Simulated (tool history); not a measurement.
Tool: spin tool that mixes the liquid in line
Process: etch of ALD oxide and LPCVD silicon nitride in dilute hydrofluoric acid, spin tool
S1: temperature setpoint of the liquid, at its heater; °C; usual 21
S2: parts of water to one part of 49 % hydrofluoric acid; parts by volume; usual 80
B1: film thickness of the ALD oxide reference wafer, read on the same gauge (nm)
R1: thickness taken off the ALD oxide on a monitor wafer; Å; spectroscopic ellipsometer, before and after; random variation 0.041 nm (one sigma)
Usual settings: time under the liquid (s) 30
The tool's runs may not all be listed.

{"run": 1, "day": 0.0, "S1": 17.5, "S2": 80, "time under the liquid (s)": 25, "B1": 40, "R1": 66.5}
{"run": 2, "day": 2.0, "S1": 23.5, "S2": 80, "time under the liquid (s)": 30, "B1": 40.01, "R1": 101.9}
{"run": 3, "day": 4.204, "S1": 23.5, "S2": 80, "time under the liquid (s)": 30, "B1": 39.98, "R1": 102.9}
{"run": 4, "day": 12.488, "S1": 23.5, "S2": 80, "time under the liquid (s)": 30, "B1": 40.01, "R1": 103.3}
{"run": 5, "day": 13.612, "S1": 25, "S2": 50, "time under the liquid (s)": 30, "B1": 40.04, "R1": 182.4}
{"run": 6, "day": 14.788, "S1": 25, "S2": 50, "time under the liquid (s)": 30, "B1": 39.97, "R1": 181.7}
{"run": 7, "day": 16.808, "S1": 21, "S2": 80, "time under the liquid (s)": 35, "B1": 39.98, "R1": 109.8}
{"run": 8, "day": 18.575, "S1": 21, "S2": 80, "time under the liquid (s)": 30, "B1": 40, "R1": 93.6}
{"run": 9, "day": 20.4, "S1": 21, "S2": 80, "time under the liquid (s)": 30, "B1": 40.03, "R1": 93.8}
{"run": 10, "day": 21.746, "S1": 21, "S2": 80, "time under the liquid (s)": 30, "B1": 40.04, "R1": 94.2}
{"run": 11, "day": 24.267, "S1": 21, "S2": 80, "time under the liquid (s)": 30, "B1": 40, "R1": 93.4}
{"day": 25.067, "done": "hydrofluoric acid flow meter replaced"}
{"day": 28.208, "done": "gauge calibrated"}
{"run": 12, "day": 28.996, "S1": 25, "S2": 50, "time under the liquid (s)": 50, "B1": 40.02, "R1": 309.5}
{"run": 13, "day": 30.462, "S1": 26, "S2": 80, "time under the liquid (s)": 25, "B1": 39.99, "R1": 96.1}
{"day": 32.512, "done": "thermometer replaced"}
{"run": 14, "day": 33.354, "S1": 17.5, "S2": 80, "time under the liquid (s)": 30, "B1": 40.02, "R1": 77.4}
{"run": 15, "day": 34.971, "S1": 21, "S2": 80, "time under the liquid (s)": 40, "B1": 40.02, "R1": 119.5}
{"run": 16, "day": 37.483, "S1": 17.5, "S2": 80, "time under the liquid (s)": 15, "B1": 40.02, "R1": 38.7}
{"run": 17, "day": 40.388, "S1": 26, "S2": 80, "time under the liquid (s)": 30, "B1": 40.04, "R1": 109.9}
{"run": 18, "day": 42.1, "S1": 21, "S2": 80, "time under the liquid (s)": 50, "B1": 39.94, "R1": 149.3}
{"run": 19, "day": 43.325, "S1": 23, "S2": 65, "time under the liquid (s)": 30, "B1": 40.01, "R1": 122.1}
{"run": 20, "day": 45.383, "S1": 21, "S2": 80, "time under the liquid (s)": 30, "B1": 39.98, "R1": 90.4}
{"run": 21, "day": 47.929, "S1": 25.5, "S2": 60, "time under the liquid (s)": 15, "B1": 40.02, "R1": 74.2}
{"run": 22, "day": 50.221, "S1": 21, "S2": 80, "time under the liquid (s)": 40, "B1": 39.95, "R1": 120.3}

The same runs without the tool's hidden state, with the same run-to-run variation:
The hidden state here: liquid hotter than its thermometer reads (K); hydrofluoric acid flow above the setpoint (%); gauge reads high (%).
run=1 R1=63.5
run=2 R1=97.5
run=3 R1=98.3
run=4 R1=98.1
run=5 R1=172.9
run=6 R1=172.1
run=7 R1=103.8
run=8 R1=88.4
run=9 R1=88.5
run=10 R1=88.8
run=11 R1=87.8
run=12 R1=290.4
run=13 R1=90.3
run=14 R1=76.6
run=15 R1=118.1
run=16 R1=38.1
run=17 R1=108.2
run=18 R1=146.8
run=19 R1=119.9
run=20 R1=88.7
run=21 R1=72.7
run=22 R1=117.7
